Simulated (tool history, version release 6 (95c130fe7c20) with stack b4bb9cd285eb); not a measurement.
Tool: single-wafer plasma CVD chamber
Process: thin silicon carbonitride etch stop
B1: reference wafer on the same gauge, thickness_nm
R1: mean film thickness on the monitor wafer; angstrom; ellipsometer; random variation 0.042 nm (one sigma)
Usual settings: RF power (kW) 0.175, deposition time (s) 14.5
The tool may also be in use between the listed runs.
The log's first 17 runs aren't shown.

{"run": 18, "hour": 294.2, "RF power (kW)": 0.175, "deposition time (s)": 14.5, "B1": 8.395, "R1": 85.29}
{"hour": 305.7, "done": "thermocouple changed; heater temperature recalibrated"}
{"run": 19, "hour": 306.2, "RF power (kW)": 0.175, "deposition time (s)": 14.5, "B1": 8.41, "R1": 84.27}
{"run": 20, "hour": 318.2, "RF power (kW)": 0.16, "deposition time (s)": 16.8, "B1": 8.372, "R1": 94.38}
{"run": 21, "hour": 329.7, "RF power (kW)": 0.175, "deposition time (s)": 14.5, "B1": 8.402, "R1": 85.3}
{"run": 22, "hour": 341.7, "RF power (kW)": 0.175, "deposition time (s)": 14.5, "B1": 8.382, "R1": 84.51}
{"run": 23, "hour": 352.0, "RF power (kW)": 0.175, "deposition time (s)": 14.5, "B1": 8.399, "R1": 84.5}
{"run": 24, "hour": 358.6, "RF power (kW)": 0.155, "deposition time (s)": 16.0, "B1": 8.392, "R1": 88.28}
{"run": 25, "hour": 371.4, "RF power (kW)": 0.2, "deposition time (s)": 14.5, "B1": 8.406, "R1": 89.89}
{"run": 26, "hour": 386.5, "RF power (kW)": 0.195, "deposition time (s)": 13.1, "B1": 8.398, "R1": 80.19}
{"run": 27, "hour": 397.5, "RF power (kW)": 0.165, "deposition time (s)": 16.4, "B1": 8.397, "R1": 92.89}
{"run": 28, "hour": 415.2, "RF power (kW)": 0.175, "deposition time (s)": 14.5, "B1": 8.418, "R1": 84.15}
{"run": 29, "hour": 425.6, "RF power (kW)": 0.175, "deposition time (s)": 14.5, "B1": 8.393, "R1": 84.0}
{"run": 30, "hour": 440.0, "RF power (kW)": 0.155, "deposition time (s)": 11.8, "B1": 8.38, "R1": 65.6}
{"run": 31, "hour": 448.0, "RF power (kW)": 0.15, "deposition time (s)": 12.6, "B1": 8.411, "R1": 68.89}
{"run": 32, "hour": 458.3, "RF power (kW)": 0.165, "deposition time (s)": 14.5, "B1": 8.393, "R1": 81.7}
{"run": 33, "hour": 476.0, "RF power (kW)": 0.145, "deposition time (s)": 11.9, "B1": 8.404, "R1": 63.37}
{"run": 34, "hour": 493.5, "RF power (kW)": 0.19, "deposition time (s)": 12.2, "B1": 8.391, "R1": 73.47}
{"run": 35, "hour": 532.7, "RF power (kW)": 0.175, "deposition time (s)": 14.5, "B1": 8.391, "R1": 84.77}

Forecast run 36:
{"run": 36, "hour": 567.4, "RF power (kW)": 0.155, "deposition time (s)": 15.5, "B1": "?", "R1": "?"}

B1: 8.414
R1: 86.02 angstrom
Without the tool's hidden state the same run would have given R1 86.02 angstrom.

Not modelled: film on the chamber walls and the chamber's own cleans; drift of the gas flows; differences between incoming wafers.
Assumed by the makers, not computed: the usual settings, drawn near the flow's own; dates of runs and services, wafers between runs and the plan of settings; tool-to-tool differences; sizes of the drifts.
